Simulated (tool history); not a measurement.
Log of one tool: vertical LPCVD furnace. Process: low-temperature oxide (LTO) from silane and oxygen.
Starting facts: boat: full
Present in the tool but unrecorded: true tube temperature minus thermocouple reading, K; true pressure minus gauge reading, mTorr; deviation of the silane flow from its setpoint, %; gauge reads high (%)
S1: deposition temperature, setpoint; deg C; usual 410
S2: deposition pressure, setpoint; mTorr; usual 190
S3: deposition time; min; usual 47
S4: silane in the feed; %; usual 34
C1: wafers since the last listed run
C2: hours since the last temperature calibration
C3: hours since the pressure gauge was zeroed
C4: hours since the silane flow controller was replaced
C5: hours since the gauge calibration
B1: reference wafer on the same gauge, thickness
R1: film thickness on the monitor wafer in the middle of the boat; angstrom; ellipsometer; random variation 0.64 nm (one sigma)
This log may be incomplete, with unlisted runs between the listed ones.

run 1 hour=0 | S1=410 S2=190 S3=47 S4=34 | C1=0 C2=2541.4 C3=1588.1 C4=3758.4 C5=763.9 | B1=330.9 | R1=3233.4
run 2 hour=58.7 | S1=410 S2=190 S3=47 S4=34 | C1=1104 C2=2600.1 C3=1646.8 C4=3817.1 C5=822.6 | B1=331.16 | R1=3231.7
run 3 hour=125.7 | S1=410 S2=190 S3=47 S4=34 | C1=1261 C2=2667.1 C3=1713.8 C4=3884.1 C5=889.6 | B1=331.22 | R1=3225.9
run 4 hour=171.9 | S1=410 S2=190 S3=47 S4=34 | C1=869 C2=2713.3 C3=1760 C4=3930.3 C5=935.8 | B1=331.28 | R1=3232.4
run 5 hour=204.1 | S1=410 S2=190 S3=47 S4=34 | C1=606 C2=2745.5 C3=1792.2 C4=3962.5 C5=968 | B1=331.38 | R1=3237.6
run 6 hour=235.8 | S1=413 S2=190 S3=55.5 S4=34 | C1=596 C2=2777.2 C3=1823.9 C4=3994.2 C5=999.7 | B1=331.49 | R1=3966.4
run 7 hour=261.6 | S1=413 S2=190 S3=55.5 S4=34 | C1=485 C2=2803 C3=1849.7 C4=4020 C5=1025.5 | B1=331.53 | R1=3950.4
run 8 hour=325.4 | S1=410 S2=190 S3=47 S4=34 | C1=1200 C2=2866.8 C3=1913.5 C4=4083.8 C5=1089.3 | B1=331.5 | R1=3235.1
run 9 hour=364.1 | S1=410 S2=190 S3=47 S4=34 | C1=728 C2=2905.5 C3=1952.2 C4=4122.5 C5=1128 | B1=331.43 | R1=3230.1
run 10 hour=404.5 | S1=410 S2=190 S3=47 S4=34 | C1=760 C2=2945.9 C3=1992.6 C4=4162.9 C5=1168.4 | B1=331.56 | R1=3240.5
run 11 hour=459.8 | S1=410 S2=190 S3=61 S4=34 | C1=1040 C2=3001.2 C3=2047.9 C4=4218.2 C5=1223.7 | B1=331.65 | R1=4190.1
-- hour=518.2 thermocouples replaced and temperature profile calibrated
run 12 hour=522.5 | S1=410 S2=190 S3=47 S4=34 | C1=728 C2=4.3 C3=2110.6 C4=4280.9 C5=1286.4 | B1=331.68 | R1=3236.4
run 13 hour=557.4 | S1=410 S2=190 S3=47 S4=34 | C1=656 C2=39.2 C3=2145.5 C4=4315.8 C5=1321.3 | B1=331.81 | R1=3241.8
-- hour=613.4 pressure gauge zeroed
run 14 hour=618.8 | S1=403 S2=190 S3=47 S4=39 | C1=703 C2=100.6 C3=5.4 C4=4377.2 C5=1382.7 | B1=331.78 | R1=3585.8
run 15 hour=647.9 | S1=416 S2=190 S3=58.5 S4=28 | C1=547 C2=129.7 C3=34.5 C4=4406.3 C5=1411.8 | B1=331.73 | R1=3270.3
run 16 hour=680.6 | S1=410 S2=190 S3=47 S4=34 | C1=615 C2=162.4 C3=67.2 C4=4439 C5=1444.5 | B1=331.83 | R1=3235
run 17 hour=720.5 | S1=410 S2=190 S3=47 S4=34 | C1=751 C2=202.3 C3=107.1 C4=4478.9 C5=1484.4 | B1=331.77 | R1=3239.4
run 18 hour=765.4 | S1=401 S2=190 S3=47 S4=34 | C1=845 C2=247.2 C3=152 C4=4523.8 C5=1529.3 | B1=331.8 | R1=2928.5
-- hour=766.9 gauge calibrated
run 19 hour=833.9 | S1=410 S2=190 S3=47 S4=34 | C1=1289 C2=315.7 C3=220.5 C4=4592.3 C5=67 | B1=327.43 | R1=3196.8
run 20 hour=905.4 | S1=410 S2=190 S3=47 S4=34 | C1=1345 C2=387.2 C3=292 C4=4663.8 C5=138.5 | B1=328.11 | R1=3203.1
run 21 hour=943 | S1=419 S2=190 S3=57.5 S4=34 | C1=707 C2=424.8 C3=329.6 C4=4701.4 C5=176.1 | B1=328.31 | R1=4322
run 22 hour=968.6 | S1=410 S2=200 S3=33 S4=38 | C1=481 C2=450.4 C3=355.2 C4=4727 C5=201.7 | B1=328.48 | R1=2729.2
-- hour=1011.7 silane flow controller replaced
run 23 hour=1012.2 | S1=402 S2=190 S3=52.5 S4=34 | C1=368 C2=494 C3=398.8 C4=0.5 C5=245.3 | B1=328.63 | R1=3273.4
run 24 hour=1042.6 | S1=417 S2=225 S3=57 S4=40 | C1=572 C2=524.4 C3=429.2 C4=30.9 C5=275.7 | B1=328.77 | R1=6062.7
run 25 hour=1096.3 | S1=410 S2=215 S3=53 S4=37 | C1=1010 C2=578.1 C3=482.9 C4=84.6 C5=329.4 | B1=329.01 | R1=4580.5
run 26 hour=1126.5 | S1=410 S2=145 S3=47 S4=39 | C1=568 C2=608.3 C3=513.1 C4=114.8 C5=359.6 | B1=329.18 | R1=2908.5
run 27 hour=1178.3 | S1=405 S2=190 S3=47 S4=38 | C1=974 C2=660.1 C3=564.9 C4=166.6 C5=411.4 | B1=329.46 | R1=3517.6
run 28 hour=1225.7 | S1=410 S2=190 S3=58.5 S4=34 | C1=892 C2=707.5 C3=612.3 C4=214 C5=458.8 | B1=329.57 | R1=3998.3
run 29 hour=1405.7 | S1=405 S2=170 S3=56 S4=30 | C1=3388 C2=887.5 C3=792.3 C4=394 C5=638.8 | B1=330.12 | R1=2726.9
run 30 hour=1474.3 | S1=410 S2=215 S3=53 S4=37 | C1=1291 C2=956.1 C3=860.9 C4=462.6 C5=707.4 | B1=330.22 | R1=4587.9

Pick out some run-to-run changes in R1. Of each, how much would a tool without hidden state show as well, from the settings, what came in and chance, and how much is left for the hidden state and any gauge scatter not in both results compared?
Run 18 -> 19: S1 401 -> 410, gauge calibrated. R1 +268.3 angstrom: hidden state -38.1, all else +306.4.
Run 23 -> 24: S1 402 -> 417, S2 190 -> 225, S3 52.5 -> 57, S4 34 -> 40. R1 +2789.3 angstrom: hidden state +16.9, all else +2772.4.
Run 25 -> 26: S2 215 -> 145, S3 53 -> 47, S4 37 -> 39. R1 -1672 angstrom: hidden state -9.2, all else -1662.8.
Run 29 -> 30: S1 405 -> 410, S2 170 -> 215, S3 56 -> 53, S4 30 -> 37. R1 +1861 angstrom: hidden state +20, all else +1841.
